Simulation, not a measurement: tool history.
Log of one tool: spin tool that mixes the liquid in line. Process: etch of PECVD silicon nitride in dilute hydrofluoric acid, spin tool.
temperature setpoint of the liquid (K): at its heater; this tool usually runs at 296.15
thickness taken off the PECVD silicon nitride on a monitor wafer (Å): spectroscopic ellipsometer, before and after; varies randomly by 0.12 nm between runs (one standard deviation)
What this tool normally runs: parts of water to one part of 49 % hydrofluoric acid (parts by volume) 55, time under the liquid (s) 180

run	hour	temperature setpoint of the liquid (K)	parts of water to one part of 49 % hydrofluoric acid (parts by volume)	time under the liquid (s)	wafers since the last listed run	hours since the thermometer was replaced	hours since the hydrofluoric acid flow meter was replaced	hours since the gauge calibration	read-back film thickness of the PECVD silicon nitride reference wafer, read on the same gauge (nm)	thickness taken off the PECVD silicon nitride on a monitor wafer (Å)
1	0	296.15	55	180	0	1920.3	1264.1	1229.9	100.01	166.6
2	38.3	296.15	55	180	305	1958.6	1302.4	1268.2	100	162.2
# hour 59.8: thermometer replaced
3	76.7	296.15	55	180	298	16.9	1340.8	1306.6	100	163.4
4	142.4	296.15	55	180	524	82.6	1406.5	1372.3	100	162.9
5	191.4	296.15	55	180	391	131.6	1455.5	1421.3	100.01	163.5
6	237.3	296.15	55	180	366	177.5	1501.4	1467.2	100.01	164.3
7	293.1	296.15	55	135	445	233.3	1557.2	1523	99.99	123.2
8	328.4	296.15	55	135	281	268.6	1592.5	1558.3	100	120.7
9	442.8	296.15	55	180	913	383	1706.9	1672.7	100	162.8
10	507.1	296.15	55	180	513	447.3	1771.2	1737	100	163.4
# hour 544: hydrofluoric acid flow meter replaced
11	659	296.15	55	180	1205	599.2	115	1888.9	99.99	167.9
12	725.9	293.15	55	180	534	666.1	181.9	1955.8	100	136.6
13	767.6	296.15	65	125	333	707.8	223.6	1997.5	100.01	99.1
14	792.2	296.15	45	220	196	732.4	248.2	2022.1	99.99	251.8
# hour 843.9: gauge calibrated
15	860.4	296.15	55	180	544	800.6	316.4	16.5	100.01	168.1
16	891.8	294.15	55	115	250	832	347.8	47.9	100	93.2
17	925	299.65	80	180	265	865.2	381	81.1	100.01	146.4
18	978.6	300.15	65	230	428	918.8	434.6	134.7	100	235.6
19	1005.8	296.15	55	180	217	946	461.8	161.9	99.99	166
20	1033.3	296.15	80	140	219	973.5	489.3	189.4	100.01	90.1
21	1059.1	291.65	85	255	206	999.3	515.1	215.2	99.99	112.1
22	1123.8	296.15	55	115	516	1064	579.8	279.9	99.99	108.2
23	1164.3	296.15	55	180	323	1104.5	620.3	320.4	100	167.5
24	1207.2	299.15	75	255	342	1147.4	663.2	363.3	100	213.5
25	1278	299.65	55	180	565	1218.2	734	434.1	100	213.2
26	1310.3	296.15	55	180	258	1250.5	766.3	466.4	99.99	167
27	1341.9	298.15	55	180	252	1282.1	797.9	498	100	189.3
28	1398.5	296.15	30	180	452	1338.7	854.5	554.6	100	301.7
29	1456.6	296.15	55	180	464	1396.8	912.6	612.7	100	166.2
30	1481.1	294.15	80	180	195	1421.3	937.1	637.2	100	101
31	1546.2	296.15	55	180	519	1486.4	1002.2	702.3	100	166.3

For each run, what was the tool's unlogged condition?
liquid hotter than its thermometer reads (K): 0 at every run
gauge reads high (%): 0 at every run
H1: hydrofluoric acid flow below the setpoint (%)
run	H1
1	4.57
2	4.67
3	4.78
4	4.96
5	5.09
6	5.22
7	5.37
8	5.47
9	5.78
10	5.96
11	1.5
12	1.69
13	1.8
14	1.87
15	2.06
16	2.14
17	2.23
18	2.38
19	2.46
20	2.53
21	2.6
22	2.78
23	2.89
24	3.01
25	3.2
26	3.29
27	3.38
28	3.53
29	3.69
30	3.76
31	3.94
